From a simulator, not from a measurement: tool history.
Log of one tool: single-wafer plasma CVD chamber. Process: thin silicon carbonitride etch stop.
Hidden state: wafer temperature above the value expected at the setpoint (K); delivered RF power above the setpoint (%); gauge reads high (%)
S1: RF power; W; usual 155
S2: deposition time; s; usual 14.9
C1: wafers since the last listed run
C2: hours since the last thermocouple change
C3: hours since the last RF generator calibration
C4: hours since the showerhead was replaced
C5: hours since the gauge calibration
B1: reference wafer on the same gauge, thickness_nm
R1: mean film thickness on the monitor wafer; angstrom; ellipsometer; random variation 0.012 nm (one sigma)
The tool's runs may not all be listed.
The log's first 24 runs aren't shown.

| run | hour | S1 | S2 | C1 | C2 | C3 | C4 | C5 | B1 | R1 |
|---|---|---|---|---|---|---|---|---|---|---|
|  | 1191.6 | RF generator calibrated |
| 25 | 1207.4 | 180 | 12.5 | 592 | 761.5 | 15.8 | 566.3 | 493.8 | 9.779 | 72.71 |
| 26 | 1245.1 | 135 | 12.2 | 677 | 799.2 | 53.5 | 604 | 531.5 | 9.782 | 64.37 |
| 27 | 1296.2 | 145 | 17.4 | 917 | 850.3 | 104.6 | 655.1 | 582.6 | 9.785 | 94.16 |
| 28 | 1344.7 | 180 | 15.7 | 871 | 898.8 | 153.1 | 703.6 | 631.1 | 9.776 | 91.18 |
| 29 | 1378 | 155 | 14.9 | 598 | 932.1 | 186.4 | 736.9 | 664.4 | 9.784 | 82.47 |
| 30 | 1446.8 | 125 | 16.2 | 1235 | 1000.9 | 255.2 | 805.7 | 733.2 | 9.78 | 83.11 |
| 31 | 1511.9 | 165 | 14.9 | 1169 | 1066 | 320.3 | 870.8 | 798.3 | 9.783 | 84.18 |
| 32 | 1567 | 175 | 14.9 | 989 | 1121.1 | 375.4 | 925.9 | 853.4 | 9.783 | 85.63 |
| 33 | 1630.1 | 170 | 15.7 | 1133 | 1184.2 | 438.5 | 989 | 916.5 | 9.785 | 89.49 |
| 34 | 1693.4 | 145 | 13 | 1136 | 1247.5 | 501.8 | 1052.3 | 979.8 | 9.778 | 70.2 |

5 ways to go on from here, each from the tool as it stands after run 34. What would each give?
| A | 1693.8 | 155 | 14.9 | 7 | 1247.9 | 502.2 | 1052.7 | 980.2 | ? | ? |
| B | 1693.8 | 155 | 12.6 | 7 | 1247.9 | 502.2 | 1052.7 | 980.2 | ? | ? |
| C | 1693.8 | 155 | 13.8 | 7 | 1247.9 | 502.2 | 1052.7 | 980.2 | ? | ? |
| D | 1693.8 | 165 | 16.2 | 7 | 1247.9 | 502.2 | 1052.7 | 980.2 | ? | ? |
| E | 1693.8 | 165 | 12.5 | 7 | 1247.9 | 502.2 | 1052.7 | 980.2 | ? | ? |

| run | B1 | R1 |
|---|---|---|
| A | 9.782 | 82.38 |
| B | 9.782 | 69.66 |
| C | 9.782 | 76.3 |
| D | 9.782 | 91.48 |
| E | 9.782 | 70.59 |
Without the tool's hidden state the same runs would have given:
| run | R1 |
|---|---|
| A | 82.83 |
| B | 70.05 |
| C | 76.72 |
| D | 91.98 |
| E | 70.97 |
